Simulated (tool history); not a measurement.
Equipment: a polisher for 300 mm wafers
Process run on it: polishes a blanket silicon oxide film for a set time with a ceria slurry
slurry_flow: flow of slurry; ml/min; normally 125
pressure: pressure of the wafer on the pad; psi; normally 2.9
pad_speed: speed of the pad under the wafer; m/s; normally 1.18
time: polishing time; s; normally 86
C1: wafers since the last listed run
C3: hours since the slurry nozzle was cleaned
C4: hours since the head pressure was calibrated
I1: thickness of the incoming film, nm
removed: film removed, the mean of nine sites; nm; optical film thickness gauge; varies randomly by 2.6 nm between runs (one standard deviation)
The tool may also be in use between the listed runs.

{"run": 1, "hour": 0.0, "slurry_flow": 125, "pressure": 2.9, "pad_speed": 1.18, "time": 86, "C1": 0, "wafers polished on this pad": 93, "C3": 348.7, "C4": 422.4, "I1": 1498.3, "removed": 417.1}
{"hour": 13.1, "done": "slurry nozzle cleaned"}
{"run": 2, "hour": 39.8, "slurry_flow": 125, "pressure": 2.9, "pad_speed": 1.18, "time": 86, "C1": 258, "wafers polished on this pad": 352, "C3": 26.7, "C4": 462.2, "I1": 1491.5, "removed": 419.7}
{"run": 3, "hour": 76.4, "slurry_flow": 125, "pressure": 2.9, "pad_speed": 1.18, "time": 86, "C1": 243, "wafers polished on this pad": 595, "C3": 63.3, "C4": 498.8, "I1": 1471.1, "removed": 419.2}
{"run": 4, "hour": 148.1, "slurry_flow": 125, "pressure": 2.9, "pad_speed": 1.18, "time": 86, "C1": 477, "wafers polished on this pad": 1072, "C3": 135, "C4": 570.5, "I1": 1480.1, "removed": 418.9}
{"run": 5, "hour": 190.2, "slurry_flow": 125, "pressure": 2.9, "pad_speed": 1.18, "time": 86, "C1": 280, "wafers polished on this pad": 1352, "C3": 177.1, "C4": 612.6, "I1": 1469.8, "removed": 420.9}
{"run": 6, "hour": 242.2, "slurry_flow": 125, "pressure": 3.6, "pad_speed": 1.18, "time": 70, "C1": 346, "wafers polished on this pad": 1698, "C3": 229.1, "C4": 664.6, "I1": 1491, "removed": 419.4}
{"run": 7, "hour": 276.2, "slurry_flow": 125, "pressure": 3.6, "pad_speed": 1.18, "time": 70, "C1": 226, "wafers polished on this pad": 1925, "C3": 263.1, "C4": 698.6, "I1": 1503, "removed": 415.7}
{"run": 8, "hour": 322.3, "slurry_flow": 125, "pressure": 3.6, "pad_speed": 1.18, "time": 70, "C1": 306, "wafers polished on this pad": 2232, "C3": 309.2, "C4": 744.7, "I1": 1477.6, "removed": 407.6}
{"run": 9, "hour": 370.0, "slurry_flow": 125, "pressure": 2.9, "pad_speed": 1.18, "time": 86, "C1": 317, "wafers polished on this pad": 2549, "C3": 356.9, "C4": 792.4, "I1": 1482.6, "removed": 406.2}
{"hour": 402.9, "done": "slurry nozzle cleaned"}
{"run": 10, "hour": 404.1, "slurry_flow": 125, "pressure": 3.2, "pad_speed": 1.18, "time": 106, "C1": 220, "wafers polished on this pad": 2769, "C3": 1.2, "C4": 826.5, "I1": 1474.2, "removed": 549}
{"hour": 420.2, "done": "worn pad replaced by a new one"}
{"run": 11, "hour": 455.7, "slurry_flow": 125, "pressure": 3.2, "pad_speed": 1.18, "time": 106, "C1": 316, "wafers polished on this pad": 236, "C3": 52.8, "C4": 878.1, "I1": 1472.9, "removed": 575.5}
{"run": 12, "hour": 494.9, "slurry_flow": 125, "pressure": 3.2, "pad_speed": 1.18, "time": 106, "C1": 260, "wafers polished on this pad": 497, "C3": 92, "C4": 917.3, "I1": 1494.5, "removed": 569.7}
{"run": 13, "hour": 519.5, "slurry_flow": 125, "pressure": 2.9, "pad_speed": 1.18, "time": 86, "C1": 163, "wafers polished on this pad": 660, "C3": 116.6, "C4": 941.9, "I1": 1457.4, "removed": 418.9}
{"run": 14, "hour": 569.6, "slurry_flow": 125, "pressure": 2.9, "pad_speed": 1.18, "time": 86, "C1": 333, "wafers polished on this pad": 994, "C3": 166.7, "C4": 992, "I1": 1476.2, "removed": 415.3}
{"run": 15, "hour": 614.4, "slurry_flow": 125, "pressure": 2.9, "pad_speed": 1.18, "time": 86, "C1": 298, "wafers polished on this pad": 1292, "C3": 211.5, "C4": 1036.8, "I1": 1480.3, "removed": 413.2}
{"run": 16, "hour": 664.0, "slurry_flow": 125, "pressure": 2.9, "pad_speed": 1.18, "time": 86, "C1": 330, "wafers polished on this pad": 1622, "C3": 261.1, "C4": 1086.4, "I1": 1502.7, "removed": 416}
{"hour": 728.9, "done": "head pressure recalibrated"}
{"hour": 824.9, "done": "slurry nozzle cleaned"}
{"run": 17, "hour": 831.8, "slurry_flow": 125, "pressure": 2.9, "pad_speed": 1.18, "time": 86, "C1": 1096, "wafers polished on this pad": 2719, "C3": 6.9, "C4": 102.9, "I1": 1474.7, "removed": 409.2}
{"hour": 856.0, "done": "worn pad replaced by a new one, of another model than before"}
{"run": 18, "hour": 896.2, "slurry_flow": 125, "pressure": 2.9, "pad_speed": 1.18, "time": 86, "C1": 401, "wafers polished on this pad": 267, "C3": 71.3, "C4": 167.3, "I1": 1493.3, "removed": 419.6}
{"run": 19, "hour": 960.1, "slurry_flow": 95, "pressure": 2.1, "pad_speed": 1.3, "time": 111, "C1": 425, "wafers polished on this pad": 692, "C3": 135.2, "C4": 231.2, "I1": 1507.2, "removed": 445.3}
{"run": 20, "hour": 992.0, "slurry_flow": 125, "pressure": 2.9, "pad_speed": 1.18, "time": 86, "C1": 212, "wafers polished on this pad": 904, "C3": 167.1, "C4": 263.1, "I1": 1502.5, "removed": 421}
{"run": 21, "hour": 1045.2, "slurry_flow": 170, "pressure": 3.8, "pad_speed": 1.44, "time": 86, "C1": 354, "wafers polished on this pad": 1259, "C3": 220.3, "C4": 316.3, "I1": 1468.8, "removed": 593.5}
{"run": 22, "hour": 1077.5, "slurry_flow": 150, "pressure": 1.9, "pad_speed": 1.5, "time": 57, "C1": 214, "wafers polished on this pad": 1473, "C3": 252.6, "C4": 348.6, "I1": 1475.6, "removed": 259.3}
{"run": 23, "hour": 1139.4, "slurry_flow": 160, "pressure": 2.5, "pad_speed": 0.98, "time": 62, "C1": 411, "wafers polished on this pad": 1885, "C3": 314.5, "C4": 410.5, "I1": 1478.9, "removed": 256}
{"run": 24, "hour": 1184.1, "slurry_flow": 125, "pressure": 3.2, "pad_speed": 1.18, "time": 86, "C1": 297, "wafers polished on this pad": 2183, "C3": 359.2, "C4": 455.2, "I1": 1468.4, "removed": 433.2}
{"run": 25, "hour": 1225.5, "slurry_flow": 150, "pressure": 2.9, "pad_speed": 1.18, "time": 107, "C1": 275, "wafers polished on this pad": 2458, "C3": 400.6, "C4": 496.6, "I1": 1495.4, "removed": 519.3}
{"hour": 1231.5, "done": "slurry nozzle cleaned"}
{"hour": 1249.7, "done": "worn pad replaced by a new one"}
{"run": 26, "hour": 1295.5, "slurry_flow": 125, "pressure": 2.9, "pad_speed": 1.18, "time": 115, "C1": 432, "wafers polished on this pad": 305, "C3": 64, "C4": 566.6, "I1": 1501.6, "removed": 563}
{"run": 27, "hour": 1320.7, "slurry_flow": 90, "pressure": 2.9, "pad_speed": 1.18, "time": 86, "C1": 167, "wafers polished on this pad": 472, "C3": 89.2, "C4": 591.8, "I1": 1500.6, "removed": 384.7}
{"run": 28, "hour": 1495.9, "slurry_flow": 125, "pressure": 2.3, "pad_speed": 1, "time": 86, "C1": 1165, "wafers polished on this pad": 1638, "C3": 264.4, "C4": 767, "I1": 1469.5, "removed": 331.2}
{"run": 29, "hour": 1539.0, "slurry_flow": 125, "pressure": 2.9, "pad_speed": 1.18, "time": 86, "C1": 286, "wafers polished on this pad": 1925, "C3": 307.5, "C4": 810.1, "I1": 1486.6, "removed": 410.9}
{"run": 30, "hour": 1571.1, "slurry_flow": 125, "pressure": 2.9, "pad_speed": 1.18, "time": 65, "C1": 213, "wafers polished on this pad": 2139, "C3": 339.6, "C4": 842.2, "I1": 1476.7, "removed": 310}
{"run": 31, "hour": 1598.3, "slurry_flow": 125, "pressure": 2.9, "pad_speed": 1.18, "time": 105, "C1": 181, "wafers polished on this pad": 2320, "C3": 366.8, "C4": 869.4, "I1": 1493.2, "removed": 499.4}
{"hour": 1610.9, "done": "worn pad replaced by a new one"}
{"hour": 1614.6, "done": "slurry nozzle cleaned"}
{"run": 32, "hour": 1659.3, "slurry_flow": 85, "pressure": 2.9, "pad_speed": 1.18, "time": 86, "C1": 372, "wafers polished on this pad": 315, "C3": 44.7, "C4": 930.4, "I1": 1489.2, "removed": 380}
{"run": 33, "hour": 1694.7, "slurry_flow": 125, "pressure": 2.9, "pad_speed": 1.18, "time": 86, "C1": 235, "wafers polished on this pad": 550, "C3": 80.1, "C4": 965.8, "I1": 1494.7, "removed": 416.8}
{"run": 34, "hour": 1728.8, "slurry_flow": 125, "pressure": 2.9, "pad_speed": 0.9, "time": 86, "C1": 226, "wafers polished on this pad": 777, "C3": 114.2, "C4": 999.9, "I1": 1471.9, "removed": 366.4}
{"run": 35, "hour": 1780.5, "slurry_flow": 125, "pressure": 2.9, "pad_speed": 1.18, "time": 86, "C1": 344, "wafers polished on this pad": 1121, "C3": 165.9, "C4": 1051.6, "I1": 1466.5, "removed": 415.8}
{"run": 36, "hour": 1811.7, "slurry_flow": 125, "pressure": 2.9, "pad_speed": 1.18, "time": 86, "C1": 207, "wafers polished on this pad": 1329, "C3": 197.1, "C4": 1082.8, "I1": 1480.8, "removed": 416.9}
{"run": 37, "hour": 1867.7, "slurry_flow": 125, "pressure": 2.9, "pad_speed": 0.98, "time": 86, "C1": 372, "wafers polished on this pad": 1702, "C3": 253.1, "C4": 1138.8, "I1": 1471, "removed": 376}
{"run": 38, "hour": 1957.8, "slurry_flow": 85, "pressure": 2.9, "pad_speed": 1.18, "time": 86, "C1": 599, "wafers polished on this pad": 2301, "C3": 343.2, "C4": 1228.9, "I1": 1467.1, "removed": 373.8}

Forecast each of these 3 alternatives for the next run:
{"run": "A", "hour": 1958.2, "slurry_flow": 170, "pressure": 2.9, "pad_speed": 1.18, "time": 86, "C1": 2, "wafers polished on this pad": 2304, "C3": 343.6, "C4": 1229.3, "I1": 1515.2, "removed": "?"}
{"run": "B", "hour": 1958.2, "slurry_flow": 110, "pressure": 3.6, "pad_speed": 1.58, "time": 86, "C1": 2, "wafers polished on this pad": 2304, "C3": 343.6, "C4": 1229.3, "I1": 1515.2, "removed": "?"}
{"run": "C", "hour": 1958.2, "slurry_flow": 90, "pressure": 2, "pad_speed": 1.48, "time": 106, "C1": 2, "wafers polished on this pad": 2304, "C3": 343.6, "C4": 1229.3, "I1": 1515.2, "removed": "?"}

run=A removed=429.8
run=B removed=541.1
run=C removed=428.3
Without the tool's unlogged condition, the same runs would have read:
run=A removed=442.1
run=B removed=556.6
run=C removed=440.6
